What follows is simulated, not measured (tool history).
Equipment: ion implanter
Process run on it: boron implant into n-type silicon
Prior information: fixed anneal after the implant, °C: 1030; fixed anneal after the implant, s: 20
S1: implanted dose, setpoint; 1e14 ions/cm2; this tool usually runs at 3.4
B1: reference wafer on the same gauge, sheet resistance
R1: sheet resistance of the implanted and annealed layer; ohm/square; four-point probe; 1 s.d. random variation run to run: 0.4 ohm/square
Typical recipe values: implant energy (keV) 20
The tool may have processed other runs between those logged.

run 1 hour=0 | S1=3.4 implant_energy_(keV)=20 | B1=265.97 | R1=271.22
run 2 hour=90.9 | S1=3.91 implant_energy_(keV)=22.5 | B1=265.95 | R1=238.78
-- hour=124.6 gauge calibrated
run 3 hour=166.6 | S1=3.91 implant_energy_(keV)=22.5 | B1=266.14 | R1=237.86
run 4 hour=245.8 | S1=3.91 implant_energy_(keV)=22.5 | B1=266.08 | R1=238.93
run 5 hour=343.9 | S1=3.4 implant_energy_(keV)=20 | B1=265.94 | R1=270.91
run 6 hour=383.4 | S1=3.4 implant_energy_(keV)=20 | B1=265.94 | R1=271.57
run 7 hour=490.7 | S1=3.4 implant_energy_(keV)=20 | B1=265.96 | R1=270.57
run 8 hour=561.7 | S1=3.4 implant_energy_(keV)=20 | B1=266.12 | R1=271.37
run 9 hour=649.6 | S1=3.4 implant_energy_(keV)=20 | B1=265.94 | R1=271.44
-- hour=676.2 extraction supply calibrated
run 10 hour=721.6 | S1=3.4 implant_energy_(keV)=20 | B1=265.99 | R1=272.16
run 11 hour=798.5 | S1=3.4 implant_energy_(keV)=16 | B1=266.01 | R1=278.09
run 12 hour=843.8 | S1=3.4 implant_energy_(keV)=20 | B1=265.94 | R1=272.49
run 13 hour=879.9 | S1=3.84 implant_energy_(keV)=20 | B1=266.05 | R1=246.69
run 14 hour=961.9 | S1=3.4 implant_energy_(keV)=18 | B1=265.93 | R1=275.15
-- hour=999.7 Faraday cup replaced and dose calibrated
run 15 hour=1123.9 | S1=2.63 implant_energy_(keV)=20 | B1=265.94 | R1=331.56
run 16 hour=1194.1 | S1=3.4 implant_energy_(keV)=20 | B1=265.99 | R1=268.87
run 17 hour=1233.4 | S1=4.29 implant_energy_(keV)=14.5 | B1=266.06 | R1=230.25
run 18 hour=1333.7 | S1=3.4 implant_energy_(keV)=20 | B1=265.96 | R1=268.64
run 19 hour=1432.3 | S1=4.33 implant_energy_(keV)=13 | B1=266.07 | R1=231.2
-- hour=1449.6 gauge calibrated
run 20 hour=1496.3 | S1=3.4 implant_energy_(keV)=15.5 | B1=266.07 | R1=276.28
run 21 hour=1565.9 | S1=4.22 implant_energy_(keV)=23 | B1=266 | R1=222.66
run 22 hour=1649.7 | S1=2.93 implant_energy_(keV)=20 | B1=266.13 | R1=303.07
run 23 hour=1711 | S1=3.4 implant_energy_(keV)=15 | B1=266.01 | R1=277.96
run 24 hour=1794.9 | S1=2.45 implant_energy_(keV)=25.5 | B1=266.02 | R1=340.8
run 25 hour=1848.7 | S1=2.7 implant_energy_(keV)=17.5 | B1=266.04 | R1=329.63
run 26 hour=1905.3 | S1=2.61 implant_energy_(keV)=25.5 | B1=265.95 | R1=324.67
run 27 hour=1965.2 | S1=2.77 implant_energy_(keV)=23.5 | B1=266.03 | R1=312.74
run 28 hour=2038.3 | S1=3.4 implant_energy_(keV)=20 | B1=266.03 | R1=268.9

Run 29 has not been measured yet. What should we expect?
run 29 hour=2138.7 | S1=2.99 implant_energy_(keV)=14 | B1=? | R1=?

B1: 266.08
R1: 311.13 ohm/square
With the hidden condition absent and the run-to-run variation left alone, this run would have shown R1 310.41 ohm/square.
